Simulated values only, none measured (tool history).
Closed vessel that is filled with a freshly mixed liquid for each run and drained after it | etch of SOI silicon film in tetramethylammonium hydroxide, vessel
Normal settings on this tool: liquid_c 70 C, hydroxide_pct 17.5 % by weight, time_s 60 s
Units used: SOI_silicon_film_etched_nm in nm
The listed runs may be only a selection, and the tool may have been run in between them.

run	day	liquid_c	hydroxide_pct	time_s	read-back film thickness of the SOI silicon film reference wafer, read on the same gauge (nm)	SOI_silicon_film_etched_nm
1	0	70	16	60	79.98	358.74
2	0.862	70	16	60	80.02	359.68
3	1.421	70	14.5	60	79.99	377.19
4	1.95	70	17.5	60	79.99	352.27
5	2.888	70	17.5	60	79.99	354.04
6	3.854	70	17.5	60	80.03	351.08
7	4.646	70	17.5	60	79.98	348.33
8	5.367	70	17.5	60	79.96	351.41
9	5.921	70	17.5	60	80.03	357.95
10	7.333	70	17.5	60	80.01	354.44
11	8.558	70	17.5	60	80.01	354.78
12	9.579	70	17.5	60	79.94	354.38
# day 9.646: thermometer replaced
13	10.388	70	21.5	60	79.99	302.76
14	11.525	70	21.5	60	79.96	304.89
15	12.521	70	17.5	60	79.98	332.99
16	13.283	70	17.5	70	80.01	388.8
# day 14.129: hydroxide flow meter replaced
17	14.529	70	17.5	60	79.98	338.23
# day 14.954: gauge calibrated
18	15.867	70	22	35	80	178.86
19	16.675	70	17.5	60	79.99	342.73
20	17.475	70	17.5	60	79.99	339.59
21	18.721	62	17.5	90	79.98	316.45
22	19.604	70	21.5	30	79.98	153.95
23	24.1	70	22	95	80.04	489.08
24	25.721	70	14.5	60	79.96	369.05
25	27.138	75.5	15.5	60	79.99	495.21
26	27.925	72.5	16	85	79.98	581.94
27	29.042	64	12.5	35	79.98	162.51
28	29.738	70	17.5	85	79.99	492.49
29	30.333	70	17.5	60	80.02	349.34

Selected run-to-run steps in SOI_silicon_film_etched_nm, each split into two signed amounts: the part the tool would show with no hidden state at all (from settings, incoming material and random variation), and the remainder, which goes to the hidden state together with any gauge scatter not common to the measured and the hidden-state-free results:
Unlogged tool condition in this case: liquid hotter than its thermometer reads (K); hydroxide flow below the setpoint (%); gauge reads high (%).
Run 12 -> 13: hydroxide_pct 17.5 -> 21.5, thermometer replaced. SOI_silicon_film_etched_nm -51.62 nm: hidden state -18.1, all else -33.52.
Run 22 -> 23: hydroxide_pct 21.5 -> 22, time_s 30 -> 95. SOI_silicon_film_etched_nm +335.13 nm: hidden state +8.55, all else +326.58.
Run 26 -> 27: liquid_c 72.5 -> 64, hydroxide_pct 16 -> 12.5, time_s 85 -> 35. SOI_silicon_film_etched_nm -419.43 nm: hidden state -10.96, all else -408.47.
